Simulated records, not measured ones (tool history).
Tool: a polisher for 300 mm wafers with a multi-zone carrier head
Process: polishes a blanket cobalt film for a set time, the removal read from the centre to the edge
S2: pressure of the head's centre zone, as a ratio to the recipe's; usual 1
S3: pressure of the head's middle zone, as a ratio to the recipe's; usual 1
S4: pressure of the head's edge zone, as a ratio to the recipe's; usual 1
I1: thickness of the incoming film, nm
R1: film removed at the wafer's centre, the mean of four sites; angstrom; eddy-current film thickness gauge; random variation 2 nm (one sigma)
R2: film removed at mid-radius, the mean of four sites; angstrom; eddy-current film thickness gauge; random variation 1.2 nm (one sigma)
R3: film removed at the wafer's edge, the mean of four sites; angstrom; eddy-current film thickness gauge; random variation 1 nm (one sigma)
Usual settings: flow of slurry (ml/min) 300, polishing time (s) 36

{"run": 1, "hour": 0.0, "flow of slurry (ml/min)": 300, "S2": 1, "S3": 1, "S4": 1, "polishing time (s)": 36, "I1": 969.6, "R1": 1316, "R2": 1305, "R3": 1332}
{"run": 2, "hour": 57.5, "flow of slurry (ml/min)": 200, "S2": 1.09, "S3": 1.11, "S4": 0.91, "polishing time (s)": 36, "I1": 999.5, "R1": 1294, "R2": 1280, "R3": 1218}
{"run": 3, "hour": 158.8, "flow of slurry (ml/min)": 300, "S2": 1, "S3": 1, "S4": 0.96, "polishing time (s)": 36, "I1": 981.8, "R1": 1214, "R2": 1205, "R3": 1266}
{"run": 4, "hour": 203.5, "flow of slurry (ml/min)": 345, "S2": 1, "S3": 1, "S4": 1, "polishing time (s)": 36, "I1": 997.3, "R1": 1211, "R2": 1206, "R3": 1257}
{"run": 5, "hour": 245.2, "flow of slurry (ml/min)": 355, "S2": 1.04, "S3": 1, "S4": 0.94, "polishing time (s)": 36, "I1": 989.3, "R1": 1234, "R2": 1181, "R3": 1233}
{"hour": 272.6, "done": "slurry nozzle cleaned"}
{"run": 6, "hour": 327.4, "flow of slurry (ml/min)": 300, "S2": 1, "S3": 1, "S4": 1, "polishing time (s)": 36, "I1": 985.8, "R1": 1227, "R2": 1203, "R3": 1279}
{"run": 7, "hour": 390.8, "flow of slurry (ml/min)": 335, "S2": 1, "S3": 1, "S4": 1, "polishing time (s)": 36, "I1": 988, "R1": 1273, "R2": 1232, "R3": 1267}
{"run": 8, "hour": 478.0, "flow of slurry (ml/min)": 300, "S2": 1, "S3": 1, "S4": 1, "polishing time (s)": 36, "I1": 973.1, "R1": 1226, "R2": 1211, "R3": 1255}
{"run": 9, "hour": 563.1, "flow of slurry (ml/min)": 300, "S2": 1, "S3": 1, "S4": 1, "polishing time (s)": 36, "I1": 975.3, "R1": 1202, "R2": 1189, "R3": 1243}
{"hour": 589.0, "done": "worn pad replaced by a new one"}
{"hour": 636.5, "done": "centre zone pressure recalibrated"}
{"run": 10, "hour": 665.4, "flow of slurry (ml/min)": 300, "S2": 1, "S3": 1.07, "S4": 1, "polishing time (s)": 45, "I1": 989.3, "R1": 1610, "R2": 1707, "R3": 1670}
{"run": 11, "hour": 703.1, "flow of slurry (ml/min)": 385, "S2": 1, "S3": 0.88, "S4": 0.89, "polishing time (s)": 27, "I1": 984.8, "R1": 992, "R2": 860, "R3": 970}
{"run": 12, "hour": 916.6, "flow of slurry (ml/min)": 235, "S2": 1, "S3": 1, "S4": 1, "polishing time (s)": 36, "I1": 987.2, "R1": 1034, "R2": 1058, "R3": 1134}
{"hour": 975.1, "done": "slurry nozzle cleaned"}
{"run": 13, "hour": 989.7, "flow of slurry (ml/min)": 300, "S2": 1, "S3": 0.89, "S4": 1.08, "polishing time (s)": 36, "I1": 973, "R1": 1234, "R2": 1082, "R3": 1313}
{"run": 14, "hour": 1054.5, "flow of slurry (ml/min)": 300, "S2": 1, "S3": 1, "S4": 1, "polishing time (s)": 36, "I1": 979.1, "R1": 1178, "R2": 1224, "R3": 1254}
{"hour": 1105.0, "done": "edge zone pressure recalibrated"}
{"hour": 1151.4, "done": "carrier head's membrane replaced by a new one"}
{"run": 15, "hour": 1171.7, "flow of slurry (ml/min)": 300, "S2": 1, "S3": 0.95, "S4": 1.08, "polishing time (s)": 36, "I1": 972.4, "R1": 1223, "R2": 1125, "R3": 1269}
{"hour": 1181.3, "done": "worn pad replaced by a new one"}
{"run": 16, "hour": 1216.9, "flow of slurry (ml/min)": 300, "S2": 1, "S3": 1, "S4": 0.93, "polishing time (s)": 36, "I1": 995.2, "R1": 1307, "R2": 1343, "R3": 1363}
{"run": 17, "hour": 1298.8, "flow of slurry (ml/min)": 380, "S2": 1, "S3": 1, "S4": 1.08, "polishing time (s)": 44, "I1": 999.3, "R1": 1651, "R2": 1605, "R3": 1690}
{"run": 18, "hour": 1344.8, "flow of slurry (ml/min)": 300, "S2": 1, "S3": 1, "S4": 1, "polishing time (s)": 36, "I1": 975.5, "R1": 1270, "R2": 1249, "R3": 1306}
{"run": 19, "hour": 1420.6, "flow of slurry (ml/min)": 240, "S2": 1, "S3": 1, "S4": 0.97, "polishing time (s)": 36, "I1": 979.3, "R1": 1166, "R2": 1160, "R3": 1241}
{"run": 20, "hour": 1474.8, "flow of slurry (ml/min)": 300, "S2": 1, "S3": 1, "S4": 1, "polishing time (s)": 36, "I1": 989, "R1": 1203, "R2": 1186, "R3": 1259}
{"hour": 1514.4, "done": "centre zone pressure recalibrated"}
{"run": 21, "hour": 1547.3, "flow of slurry (ml/min)": 300, "S2": 1, "S3": 0.89, "S4": 1, "polishing time (s)": 36, "I1": 978.4, "R1": 1160, "R2": 1028, "R3": 1224}

What the log doesn't show, run by run:
deviation of the centre zone's pressure from its setpoint, %: 0 in every run
deviation of the edge zone's pressure from its setpoint, %: 0 in every run
H1: removal rate lost through wear of the pad, %
H2: slurry flow missing at the pad, %
run=1 H1=5.85 H2=14.1
run=2 H1=7.78 H2=18.3
run=3 H1=10.1 H2=27.3
run=4 H1=10.8 H2=31.9
run=5 H1=11.3 H2=36.7
run=6 H1=12.1 H2=4.66
run=7 H1=12.5 H2=5.83
run=8 H1=12.9 H2=8.84
run=9 H1=13.2 H2=13.4
run=10 H1=5.46 H2=20.8
run=11 H1=6.92 H2=24.1
run=12 H1=11.6 H2=48.6
run=13 H1=12.4 H2=6.64
run=14 H1=12.9 H2=7.29
run=15 H1=13.4 H2=10.7
run=16 H1=2.68 H2=12.9
run=17 H1=6.19 H2=17.8
run=18 H1=7.62 H2=21.2
run=19 H1=9.38 H2=27.8
run=20 H1=10.3 H2=33.3
run=21 H1=11.2 H2=41.6
